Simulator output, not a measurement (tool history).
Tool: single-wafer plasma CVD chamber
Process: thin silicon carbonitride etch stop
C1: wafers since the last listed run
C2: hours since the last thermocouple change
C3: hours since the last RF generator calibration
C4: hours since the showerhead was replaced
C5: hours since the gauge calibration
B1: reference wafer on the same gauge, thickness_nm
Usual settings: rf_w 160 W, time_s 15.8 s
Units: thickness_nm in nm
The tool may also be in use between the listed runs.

{"run": 1, "day": 0.0, "rf_w": 160, "time_s": 15.8, "C1": 0, "C2": 1647.8, "C3": 913.9, "C4": 2990.8, "C5": 850.5, "B1": 6.551, "thickness_nm": 7.978}
{"run": 2, "day": 3.683, "rf_w": 160, "time_s": 15.8, "C1": 1693, "C2": 1736.2, "C3": 1002.3, "C4": 3079.2, "C5": 938.9, "B1": 6.547, "thickness_nm": 7.953}
{"run": 3, "day": 7.533, "rf_w": 160, "time_s": 15.8, "C1": 1770, "C2": 1828.6, "C3": 1094.7, "C4": 3171.6, "C5": 1031.3, "B1": 6.549, "thickness_nm": 7.978}
{"run": 4, "day": 10.492, "rf_w": 160, "time_s": 15.8, "C1": 1360, "C2": 1899.6, "C3": 1165.7, "C4": 3242.6, "C5": 1102.3, "B1": 6.554, "thickness_nm": 7.954}
{"run": 5, "day": 14.408, "rf_w": 160, "time_s": 15.8, "C1": 1800, "C2": 1993.6, "C3": 1259.7, "C4": 3336.6, "C5": 1196.3, "B1": 6.555, "thickness_nm": 7.962}
{"run": 6, "day": 18.517, "rf_w": 160, "time_s": 18.3, "C1": 1888, "C2": 2092.2, "C3": 1358.3, "C4": 3435.2, "C5": 1294.9, "B1": 6.549, "thickness_nm": 9.219}
{"run": 7, "day": 20.671, "rf_w": 150, "time_s": 16.6, "C1": 990, "C2": 2143.9, "C3": 1410, "C4": 3486.9, "C5": 1346.6, "B1": 6.55, "thickness_nm": 8.26}
{"day": 22.946, "done": "gauge calibrated"}
{"run": 8, "day": 24.683, "rf_w": 150, "time_s": 16.6, "C1": 1844, "C2": 2240.2, "C3": 1506.3, "C4": 3583.2, "C5": 41.7, "B1": 6.552, "thickness_nm": 8.277}
{"run": 9, "day": 28.317, "rf_w": 160, "time_s": 14.7, "C1": 1670, "C2": 2327.4, "C3": 1593.5, "C4": 3670.4, "C5": 128.9, "B1": 6.55, "thickness_nm": 7.41}
{"run": 10, "day": 30.5, "rf_w": 160, "time_s": 14.7, "C1": 1003, "C2": 2379.8, "C3": 1645.9, "C4": 3722.8, "C5": 181.3, "B1": 6.549, "thickness_nm": 7.404}
{"run": 11, "day": 34.404, "rf_w": 160, "time_s": 14.7, "C1": 1794, "C2": 2473.5, "C3": 1739.6, "C4": 3816.5, "C5": 275, "B1": 6.546, "thickness_nm": 7.397}
{"day": 36.279, "done": "thermocouple changed; heater temperature recalibrated"}
{"run": 12, "day": 37.796, "rf_w": 140, "time_s": 15.8, "C1": 1406, "C2": 36.4, "C3": 1821, "C4": 3897.9, "C5": 356.4, "B1": 6.552, "thickness_nm": 7.746}
{"run": 13, "day": 47.412, "rf_w": 140, "time_s": 15.8, "C1": 4421, "C2": 267.2, "C3": 2051.8, "C4": 4128.7, "C5": 587.2, "B1": 6.544, "thickness_nm": 7.727}
{"day": 50.858, "done": "showerhead replaced"}
{"run": 14, "day": 51.092, "rf_w": 160, "time_s": 15.8, "C1": 1538, "C2": 355.5, "C3": 2140.1, "C4": 5.6, "C5": 675.5, "B1": 6.554, "thickness_nm": 7.93}
{"run": 15, "day": 52.712, "rf_w": 160, "time_s": 18.3, "C1": 745, "C2": 394.4, "C3": 2179, "C4": 44.5, "C5": 714.4, "B1": 6.548, "thickness_nm": 9.175}
{"day": 53.096, "done": "RF generator calibrated"}
{"run": 16, "day": 54.754, "rf_w": 170, "time_s": 18.8, "C1": 785, "C2": 443.4, "C3": 39.8, "C4": 93.5, "C5": 763.4, "B1": 6.547, "thickness_nm": 9.617}
{"run": 17, "day": 56.462, "rf_w": 175, "time_s": 13.5, "C1": 785, "C2": 484.4, "C3": 80.8, "C4": 134.5, "C5": 804.4, "B1": 6.549, "thickness_nm": 6.957}
{"run": 18, "day": 57.983, "rf_w": 175, "time_s": 13.9, "C1": 699, "C2": 520.9, "C3": 117.3, "C4": 171, "C5": 840.9, "B1": 6.551, "thickness_nm": 7.139}
{"run": 19, "day": 61.383, "rf_w": 160, "time_s": 15.8, "C1": 1563, "C2": 602.5, "C3": 198.9, "C4": 252.6, "C5": 922.5, "B1": 6.549, "thickness_nm": 8.002}
{"run": 20, "day": 65.058, "rf_w": 135, "time_s": 17.2, "C1": 1689, "C2": 690.7, "C3": 287.1, "C4": 340.8, "C5": 1010.7, "B1": 6.552, "thickness_nm": 8.387}
{"run": 21, "day": 68.038, "rf_w": 160, "time_s": 18.1, "C1": 1369, "C2": 762.2, "C3": 358.6, "C4": 412.3, "C5": 1082.2, "B1": 6.555, "thickness_nm": 9.142}
{"day": 72.283, "done": "gauge calibrated"}
{"run": 22, "day": 75.158, "rf_w": 140, "time_s": 15.8, "C1": 3273, "C2": 933.1, "C3": 529.5, "C4": 583.2, "C5": 69, "B1": 6.549, "thickness_nm": 7.767}
{"run": 23, "day": 76.946, "rf_w": 190, "time_s": 15.8, "C1": 821, "C2": 976, "C3": 572.4, "C4": 626.1, "C5": 111.9, "B1": 6.549, "thickness_nm": 8.275}
{"run": 24, "day": 79.192, "rf_w": 160, "time_s": 15.8, "C1": 1032, "C2": 1029.9, "C3": 626.3, "C4": 680, "C5": 165.8, "B1": 6.553, "thickness_nm": 7.957}
{"run": 25, "day": 81.683, "rf_w": 150, "time_s": 18.1, "C1": 1145, "C2": 1089.7, "C3": 686.1, "C4": 739.8, "C5": 225.6, "B1": 6.55, "thickness_nm": 9.005}
{"run": 26, "day": 83.867, "rf_w": 160, "time_s": 15.8, "C1": 1003, "C2": 1142.1, "C3": 738.5, "C4": 792.2, "C5": 278, "B1": 6.547, "thickness_nm": 7.988}
{"run": 27, "day": 86.171, "rf_w": 190, "time_s": 13.1, "C1": 1059, "C2": 1197.4, "C3": 793.8, "C4": 847.5, "C5": 333.3, "B1": 6.551, "thickness_nm": 6.87}
{"run": 28, "day": 95.75, "rf_w": 145, "time_s": 18.6, "C1": 4404, "C2": 1427.3, "C3": 1023.7, "C4": 1077.4, "C5": 563.2, "B1": 6.55, "thickness_nm": 9.206}
{"run": 29, "day": 102.442, "rf_w": 160, "time_s": 13.8, "C1": 3076, "C2": 1587.9, "C3": 1184.3, "C4": 1238, "C5": 723.8, "B1": 6.546, "thickness_nm": 6.969}

Forecast each of these 4 alternatives for the next run:
{"run": "A", "day": 102.458, "rf_w": 160, "time_s": 18.5, "C1": 7, "C2": 1588.3, "C3": 1184.7, "C4": 1238.4, "C5": 724.2, "B1": "?", "thickness_nm": "?"}
{"run": "B", "day": 102.458, "rf_w": 160, "time_s": 17.1, "C1": 7, "C2": 1588.3, "C3": 1184.7, "C4": 1238.4, "C5": 724.2, "B1": "?", "thickness_nm": "?"}
{"run": "C", "day": 102.458, "rf_w": 180, "time_s": 18.6, "C1": 7, "C2": 1588.3, "C3": 1184.7, "C4": 1238.4, "C5": 724.2, "B1": "?", "thickness_nm": "?"}
{"run": "D", "day": 102.458, "rf_w": 185, "time_s": 13.8, "C1": 7, "C2": 1588.3, "C3": 1184.7, "C4": 1238.4, "C5": 724.2, "B1": "?", "thickness_nm": "?"}

run=A B1=6.551 thickness_nm=9.338
run=B B1=6.551 thickness_nm=8.631
run=C B1=6.551 thickness_nm=9.628
run=D B1=6.551 thickness_nm=7.186
Without the tool's hidden state the same runs would have given:
run=A thickness_nm=9.353
run=B thickness_nm=8.645
run=C thickness_nm=9.643
run=D thickness_nm=7.198
